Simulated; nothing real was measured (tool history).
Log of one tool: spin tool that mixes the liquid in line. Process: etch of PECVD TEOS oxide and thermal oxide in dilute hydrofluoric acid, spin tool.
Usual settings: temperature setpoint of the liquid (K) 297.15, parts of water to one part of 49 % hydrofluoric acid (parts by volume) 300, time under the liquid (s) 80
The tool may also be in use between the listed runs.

run	hour	temperature setpoint of the liquid (K)	parts of water to one part of 49 % hydrofluoric acid (parts by volume)	time under the liquid (s)	read-back film thickness of the PECVD TEOS oxide reference wafer, read on the same gauge (nm)	read-back film thickness of the thermal oxide reference wafer, read on the same gauge (nm)	thickness taken off the PECVD TEOS oxide on a monitor wafer (nm)	thickness taken off the thermal oxide on a monitor wafer (nm)
1	0.0	297.15	300	80	89.99	50.039	5.73	1.042
2	8.6	297.15	300	80	89.97	50.002	5.72	1.049
3	15.5	297.15	265	115	89.98	50.009	9.71	1.746
4	24.7	297.15	265	115	89.96	50.021	9.64	1.724
5	66.1	297.15	265	115	90.02	50.011	9.71	1.688
6	75.4	297.15	335	100	90.00	50.015	6.22	1.108
7	93.4	297.15	335	100	89.99	50.006	6.19	1.094
8	99.9	300.15	300	80	90.03	49.989	6.37	1.153
# hour 119.6: thermometer replaced
9	133.4	297.15	300	80	89.99	49.988	5.74	1.040
# hour 143.9: hydrofluoric acid flow meter replaced
10	150.0	297.15	300	80	90.05	50.009	5.75	1.027
11	162.1	297.15	300	80	89.99	49.987	5.76	1.004
12	175.2	297.15	300	80	89.96	50.006	5.74	1.049
13	186.2	294.15	190	120	90.00	49.999	13.57	2.399
14	202.8	297.15	265	115	89.99	50.036	9.74	1.729
15	212.4	300.15	425	100	89.99	49.996	4.96	0.885
16	265.3	297.15	435	80	90.01	49.994	3.50	0.617
# hour 279.0: gauge calibrated
17	282.5	293.15	375	80	89.98	50.030	3.70	0.671
18	289.5	297.15	300	125	90.01	50.003	8.93	1.611
19	305.2	297.15	300	80	90.00	49.982	5.72	1.044
20	317.7	294.65	395	30	89.99	50.009	1.37	0.255
21	331.6	300.65	440	105	90.02	50.012	5.05	0.909
22	339.7	297.15	300	80	89.96	50.005	5.76	0.996

Forecast run 23:
23	353.7	297.15	300	80	?	?	?	?

{"run 23": {"read-back film thickness of the PECVD TEOS oxide reference wafer, read on the same gauge (nm)": 89.98, "read-back film thickness of the thermal oxide reference wafer, read on the same gauge (nm)": 49.991, "thickness taken off the PECVD TEOS oxide on a monitor wafer (nm)": 5.75, "thickness taken off the thermal oxide on a monitor wafer (nm)": 1.067}}
Without the tool's hidden state the same run would have given thickness taken off the PECVD TEOS oxide on a monitor wafer (nm) 5.75, thickness taken off the thermal oxide on a monitor wafer (nm) 1.067.
